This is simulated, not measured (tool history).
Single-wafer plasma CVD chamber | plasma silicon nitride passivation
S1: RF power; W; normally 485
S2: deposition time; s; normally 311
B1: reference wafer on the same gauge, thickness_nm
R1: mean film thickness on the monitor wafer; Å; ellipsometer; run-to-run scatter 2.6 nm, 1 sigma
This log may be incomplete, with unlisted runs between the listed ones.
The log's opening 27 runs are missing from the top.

run 28 day=57.817 | S1=550 S2=365 | B1=432.098 | R1=5634.38
-- day=59.317 showerhead replaced
run 29 day=60.692 | S1=555 S2=311 | B1=431.687 | R1=4809.71
run 30 day=62.258 | S1=390 S2=350 | B1=431.643 | R1=4475.20
run 31 day=63.358 | S1=485 S2=311 | B1=431.679 | R1=4517.53
run 32 day=65.683 | S1=560 S2=311 | B1=432.293 | R1=4759.15
run 33 day=68.525 | S1=515 S2=265 | B1=431.943 | R1=3925.12
run 34 day=70.308 | S1=525 S2=311 | B1=432.215 | R1=4688.13
run 35 day=71.938 | S1=415 S2=352 | B1=431.903 | R1=4655.56
run 36 day=73.012 | S1=485 S2=311 | B1=431.520 | R1=4494.41
run 37 day=75.262 | S1=485 S2=311 | B1=432.047 | R1=4494.35

Branching from run 37: 3 alternative next runs. What would each branch give?
run A day=75.283 | S1=485 S2=311 | B1=? | R1=?
run B day=75.283 | S1=405 S2=260 | B1=? | R1=?
run C day=75.283 | S1=520 S2=268 | B1=? | R1=?

run=A B1=431.893 R1=4435.03
run=B B1=431.893 R1=3359.19
run=C B1=431.893 R1=3956.83
Stripped of hidden state, with their random variation kept, the same runs would have yielded:
run=A R1=4508.38
run=B R1=3414.75
run=C R1=4022.28
